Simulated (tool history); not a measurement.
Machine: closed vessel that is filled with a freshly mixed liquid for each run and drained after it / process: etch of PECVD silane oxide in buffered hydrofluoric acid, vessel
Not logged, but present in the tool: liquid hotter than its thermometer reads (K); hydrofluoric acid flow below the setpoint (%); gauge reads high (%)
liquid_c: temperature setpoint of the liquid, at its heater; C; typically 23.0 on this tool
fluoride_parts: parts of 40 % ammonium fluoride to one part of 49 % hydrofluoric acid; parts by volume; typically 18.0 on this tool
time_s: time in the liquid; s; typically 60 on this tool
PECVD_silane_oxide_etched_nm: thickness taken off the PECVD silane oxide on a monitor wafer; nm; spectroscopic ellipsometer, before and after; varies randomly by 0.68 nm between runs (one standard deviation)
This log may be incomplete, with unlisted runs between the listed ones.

| run | hour | liquid_c | fluoride_parts | time_s | wafers since the last listed run | hours since the thermometer was replaced | hours since the hydrofluoric acid flow meter was replaced | hours since the gauge calibration | read-back film thickness of the PECVD silane oxide reference wafer, read on the same gauge (nm) | PECVD_silane_oxide_etched_nm |
|---|---|---|---|---|---|---|---|---|---|---|
| 1 | 0.0 | 21.5 | 18.0 | 60 | 0 | 1001.6 | 808.6 | 1497.9 | 39.96 | 103.18 |
| 2 | 50.4 | 23.0 | 18.0 | 60 | 3906 | 1052.0 | 859.0 | 1548.3 | 40.00 | 111.69 |
| 3 | 99.9 | 23.0 | 18.0 | 60 | 3836 | 1101.5 | 908.5 | 1597.8 | 39.95 | 111.77 |
|  | 108.2 | hydrofluoric acid flow meter replaced |
| 4 | 154.5 | 23.0 | 18.0 | 60 | 4154 | 1156.1 | 46.3 | 1652.4 | 40.00 | 116.09 |
| 5 | 195.5 | 23.0 | 18.0 | 60 | 3178 | 1197.1 | 87.3 | 1693.4 | 39.96 | 115.89 |
| 6 | 232.7 | 23.0 | 18.0 | 45 | 2883 | 1234.3 | 124.5 | 1730.6 | 39.99 | 87.15 |
| 7 | 260.0 | 23.0 | 18.0 | 45 | 2116 | 1261.6 | 151.8 | 1757.9 | 39.99 | 86.43 |
|  | 276.9 | gauge calibrated |
| 8 | 309.5 | 23.0 | 18.0 | 45 | 3836 | 1311.1 | 201.3 | 32.6 | 40.00 | 86.98 |
| 9 | 371.6 | 23.0 | 16.0 | 60 | 4813 | 1373.2 | 263.4 | 94.7 | 40.02 | 129.46 |
| 10 | 425.9 | 23.0 | 18.0 | 60 | 4208 | 1427.5 | 317.7 | 149.0 | 39.98 | 115.30 |
| 11 | 495.4 | 23.0 | 18.0 | 60 | 5387 | 1497.0 | 387.2 | 218.5 | 39.98 | 115.69 |
| 12 | 530.4 | 23.0 | 18.0 | 60 | 2712 | 1532.0 | 422.2 | 253.5 | 40.00 | 113.90 |
| 13 | 587.1 | 23.0 | 22.0 | 75 | 4395 | 1588.7 | 478.9 | 310.2 | 40.01 | 121.56 |
|  | 632.3 | thermometer replaced |
| 14 | 640.6 | 23.0 | 23.5 | 60 | 4069 | 8.3 | 532.4 | 363.7 | 40.03 | 93.70 |
| 15 | 683.8 | 27.5 | 12.5 | 30 | 3348 | 51.5 | 575.6 | 406.9 | 40.03 | 104.07 |
| 16 | 725.7 | 23.0 | 15.0 | 60 | 3247 | 93.4 | 617.5 | 448.8 | 40.01 | 135.38 |
| 17 | 765.5 | 25.0 | 18.0 | 50 | 3085 | 133.2 | 657.3 | 488.6 | 40.04 | 106.15 |
| 18 | 797.2 | 23.0 | 18.0 | 60 | 2457 | 164.9 | 689.0 | 520.3 | 39.99 | 113.95 |
| 19 | 837.1 | 23.0 | 13.0 | 50 | 3092 | 204.8 | 728.9 | 560.2 | 40.02 | 128.92 |
| 20 | 881.4 | 19.0 | 15.5 | 80 | 3433 | 249.1 | 773.2 | 604.5 | 40.02 | 138.70 |
| 21 | 919.2 | 23.0 | 18.0 | 60 | 2930 | 286.9 | 811.0 | 642.3 | 40.03 | 111.86 |
| 22 | 980.6 | 23.0 | 18.0 | 60 | 4759 | 348.3 | 872.4 | 703.7 | 40.00 | 112.64 |
| 23 | 1024.6 | 23.0 | 20.0 | 85 | 3410 | 392.3 | 916.4 | 747.7 | 39.98 | 145.33 |
| 24 | 1076.6 | 23.0 | 18.0 | 60 | 4030 | 444.3 | 968.4 | 799.7 | 39.95 | 112.17 |
|  | 1105.5 | hydrofluoric acid flow meter replaced |
| 25 | 1121.9 | 26.0 | 20.0 | 70 | 3433 | 489.6 | 16.4 | 845.0 | 39.98 | 143.22 |
| 26 | 1192.1 | 27.5 | 18.0 | 60 | 5441 | 559.8 | 86.6 | 915.2 | 40.01 | 148.84 |
| 27 | 1263.2 | 23.0 | 18.0 | 60 | 5511 | 630.9 | 157.7 | 986.3 | 40.00 | 115.25 |

Run 28 is up next; what results do you expect?
| 28 | 1289.9 | 23.0 | 18.0 | 45 | 2069 | 657.6 | 184.4 | 1013.0 | ? | ? |

Run 28 gave read-back film thickness of the PECVD silane oxide reference wafer, read on the same gauge (nm) 39.96, PECVD_silane_oxide_etched_nm 86.12 nm.
Were there no unlogged condition in the tool, this run, its random variation unchanged, would have produced PECVD_silane_oxide_etched_nm 87.03 nm.
